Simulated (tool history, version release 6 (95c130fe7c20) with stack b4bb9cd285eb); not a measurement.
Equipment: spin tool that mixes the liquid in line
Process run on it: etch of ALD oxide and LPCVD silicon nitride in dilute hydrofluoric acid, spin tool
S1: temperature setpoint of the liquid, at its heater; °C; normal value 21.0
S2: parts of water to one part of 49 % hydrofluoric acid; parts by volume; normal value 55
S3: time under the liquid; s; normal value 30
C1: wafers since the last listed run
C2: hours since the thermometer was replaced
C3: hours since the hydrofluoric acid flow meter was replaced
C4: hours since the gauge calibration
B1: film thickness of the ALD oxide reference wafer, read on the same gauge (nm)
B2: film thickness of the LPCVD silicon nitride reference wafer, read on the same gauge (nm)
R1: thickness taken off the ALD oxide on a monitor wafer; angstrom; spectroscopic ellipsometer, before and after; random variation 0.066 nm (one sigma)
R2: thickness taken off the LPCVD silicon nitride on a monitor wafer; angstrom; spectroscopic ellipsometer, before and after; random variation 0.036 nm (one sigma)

| run | hour | S1 | S2 | S3 | C1 | C2 | C3 | C4 | B1 | B2 | R1 | R2 |
|---|---|---|---|---|---|---|---|---|---|---|---|---|
| 1 | 0.0 | 21.0 | 55 | 30 | 0 | 20.9 | 528.8 | 384.0 | 70.00 | 129.998 | 141.9 | 2.69 |
| 2 | 64.8 | 21.0 | 55 | 30 | 1264 | 85.7 | 593.6 | 448.8 | 69.99 | 129.988 | 140.4 | 2.81 |
| 3 | 83.7 | 24.0 | 55 | 30 | 368 | 104.6 | 612.5 | 467.7 | 69.99 | 130.003 | 161.5 | 3.28 |
| 4 | 115.6 | 24.0 | 55 | 30 | 622 | 136.5 | 644.4 | 499.6 | 70.03 | 130.010 | 160.5 | 3.41 |
| 5 | 141.1 | 21.0 | 55 | 20 | 497 | 162.0 | 669.9 | 525.1 | 69.99 | 130.001 | 94.4 | 1.62 |
|  | 148.6 | gauge calibrated |
| 6 | 158.2 | 21.0 | 55 | 30 | 333 | 179.1 | 687.0 | 9.6 | 69.97 | 129.983 | 143.9 | 2.01 |
| 7 | 180.7 | 21.0 | 55 | 30 | 439 | 201.6 | 709.5 | 32.1 | 69.96 | 130.003 | 142.3 | 3.20 |
| 8 | 193.3 | 21.0 | 55 | 30 | 245 | 214.2 | 722.1 | 44.7 | 69.98 | 129.997 | 144.0 | 2.45 |
| 9 | 210.3 | 21.0 | 75 | 35 | 331 | 231.2 | 739.1 | 61.7 | 70.00 | 130.002 | 119.9 | 1.91 |
| 10 | 226.8 | 21.0 | 65 | 30 | 322 | 247.7 | 755.6 | 78.2 | 69.97 | 130.006 | 119.9 | 2.56 |
|  | 251.5 | hydrofluoric acid flow meter replaced |
| 11 | 252.0 | 23.5 | 40 | 35 | 472 | 272.9 | 0.5 | 103.4 | 70.04 | 129.983 | 252.3 | 5.12 |
| 12 | 277.6 | 21.0 | 30 | 30 | 499 | 298.5 | 26.1 | 129.0 | 69.98 | 130.001 | 264.1 | 4.47 |
| 13 | 305.3 | 21.0 | 55 | 30 | 540 | 326.2 | 53.8 | 156.7 | 70.00 | 130.006 | 141.0 | 2.42 |
| 14 | 322.6 | 19.0 | 65 | 45 | 337 | 343.5 | 71.1 | 174.0 | 70.01 | 129.994 | 162.6 | 3.32 |
| 15 | 340.3 | 21.0 | 55 | 30 | 345 | 361.2 | 88.8 | 191.7 | 70.00 | 130.010 | 140.6 | 2.97 |
| 16 | 360.6 | 21.0 | 30 | 40 | 396 | 381.5 | 109.1 | 212.0 | 70.01 | 130.003 | 354.4 | 7.25 |
| 17 | 391.1 | 17.0 | 55 | 35 | 595 | 412.0 | 139.6 | 242.5 | 69.96 | 129.992 | 139.2 | 2.78 |
| 18 | 427.1 | 23.5 | 55 | 15 | 702 | 448.0 | 175.6 | 278.5 | 70.01 | 130.008 | 78.9 | 1.69 |
| 19 | 441.8 | 19.5 | 55 | 30 | 286 | 462.7 | 190.3 | 293.2 | 70.03 | 129.980 | 133.7 | 2.40 |
| 20 | 470.7 | 23.0 | 75 | 50 | 564 | 491.6 | 219.2 | 322.1 | 69.98 | 130.011 | 184.7 | 5.00 |
| 21 | 504.7 | 21.0 | 55 | 30 | 663 | 525.6 | 253.2 | 356.1 | 69.99 | 129.984 | 142.3 | 2.46 |
| 22 | 527.2 | 21.0 | 55 | 30 | 439 | 548.1 | 275.7 | 378.6 | 70.01 | 130.003 | 143.3 | 2.56 |
| 23 | 550.3 | 21.0 | 35 | 30 | 450 | 571.2 | 298.8 | 401.7 | 70.00 | 129.997 | 231.2 | 4.87 |
| 24 | 569.6 | 17.0 | 25 | 30 | 376 | 590.5 | 318.1 | 421.0 | 69.99 | 129.995 | 276.5 | 5.24 |
| 25 | 582.4 | 23.0 | 80 | 30 | 249 | 603.3 | 330.9 | 433.8 | 70.02 | 130.022 | 104.1 | 1.97 |

How the hidden state differs across the entries between the runs, from the last listed run before each to the first after it:
Runs 5 to 6: gauge calibrated (hour 148.6)
  liquid hotter than its thermometer reads (K): 0.467 -> 0.481; hydrofluoric acid flow above the setpoint (%): 2.46 -> 2.52
  measured less the result without the state, R1: +4.2 -> +6.6 angstrom; R2: +0.08 -> +0.11 angstrom
Runs 10 to 11: hydrofluoric acid flow meter replaced (hour 251.5)
  liquid hotter than its thermometer reads (K): 0.539 -> 0.56; hydrofluoric acid flow above the setpoint (%): 2.78 -> 0.609
  measured less the result without the state, R1: +6.0 -> +7.3 angstrom; R2: +0.16 -> +0.22 angstrom
